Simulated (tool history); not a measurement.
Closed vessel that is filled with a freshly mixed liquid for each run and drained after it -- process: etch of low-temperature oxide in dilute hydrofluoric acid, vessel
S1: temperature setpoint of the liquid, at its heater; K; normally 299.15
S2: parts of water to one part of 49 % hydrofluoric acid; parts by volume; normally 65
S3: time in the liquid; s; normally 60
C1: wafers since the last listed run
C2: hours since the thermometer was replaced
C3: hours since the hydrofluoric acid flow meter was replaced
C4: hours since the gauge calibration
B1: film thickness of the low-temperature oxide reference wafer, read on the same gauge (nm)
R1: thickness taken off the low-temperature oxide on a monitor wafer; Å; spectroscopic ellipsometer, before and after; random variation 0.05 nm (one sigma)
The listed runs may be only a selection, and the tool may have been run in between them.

run,hour,S1,S2,S3,C1,C2,C3,C4,B1,R1
1,0,295.65,65,60,0,859.8,423.5,1340.5,30.02,143.2
2,51,299.15,65,60,3485,910.8,474.5,1391.5,29.99,165.3
3,104.2,299.15,55,60,3635,964,527.7,1444.7,29.99,198.2
4,174.3,299.15,55,60,4790,1034.1,597.8,1514.8,30.01,198.6
5,227.3,299.15,65,60,3621,1087.1,650.8,1567.8,30.01,164.4
# hour 243.9: hydrofluoric acid flow meter replaced
6,290.7,299.15,65,60,4264,1150.5,46.8,1631.2,30.01,165.9
# hour 291.7: gauge calibrated
7,315.1,299.15,65,60,1667,1174.9,71.2,23.4,30.01,164.8
8,378.5,299.15,65,60,4332,1238.3,134.6,86.8,29.99,165.5
9,432.8,299.15,65,60,3710,1292.6,188.9,141.1,30.01,165.5
10,502.2,299.15,65,60,4742,1362,258.3,210.5,30.01,165.1
11,568.9,303.65,65,60,4557,1428.7,325,277.2,30.01,197.2
# hour 590: thermometer replaced
12,635.7,297.65,85,45,4496,45.7,391.8,344,30,87
13,681.8,300.65,40,60,3150,91.8,437.9,390.1,30,296.5
14,718,300.65,55,60,2473,128,474.1,426.3,30.01,210.5
15,790,295.15,40,90,4920,200,546.1,498.3,29.99,354.2
16,849.1,303.15,65,80,4038,259.1,605.2,557.4,29.99,259
17,908.9,300.65,65,35,4086,318.9,665,617.2,29.99,102.3
18,971.3,301.65,55,60,4264,381.3,727.4,679.6,30,218.3
19,1022.5,294.65,55,60,3498,432.5,778.6,730.8,29.99,164
20,1054.1,299.15,85,60,2159,464.1,810.2,762.4,29.99,122.9
# hour 1071.9: hydrofluoric acid flow meter replaced
21,1119.8,295.65,85,80,4421,529.8,47.9,828.1,29.99,142.3
22,1175.7,301.15,55,70,3819,585.7,103.8,884,29.99,250.3
23,1201.2,299.15,65,60,1742,611.2,129.3,909.5,30.01,165.6
24,1227.2,299.15,55,35,1776,637.2,155.3,935.5,30,116.4
25,1360.2,299.15,65,60,9088,770.2,288.3,1068.5,30,164.9
26,1393.3,301.65,90,35,2261,803.3,321.4,1101.6,29.99,74.5
27,1426.7,299.15,45,75,2282,836.7,354.8,1135,30.01,306.5
28,1453.4,299.15,65,60,1824,863.4,381.5,1161.7,30,164.9
29,1502.7,299.15,65,60,3368,912.7,430.8,1211,30,164.8
30,1526.7,296.15,65,60,1640,936.7,454.8,1235,29.99,147.2
31,1636.7,299.15,80,60,7516,1046.7,564.8,1345,29.99,131.7

How the hidden state differs across the entries between the runs, from the last listed run before each to the first after it:
Runs 5 to 6: hydrofluoric acid flow meter replaced (hour 243.9)
  no hidden state differs between the two runs
Runs 6 to 7: gauge calibrated (hour 291.7)
  no hidden state differs between the two runs
Runs 11 to 12: thermometer replaced (hour 590)
  no hidden state differs between the two runs
Runs 20 to 21: hydrofluoric acid flow meter replaced (hour 1071.9)
  no hidden state differs between the two runs
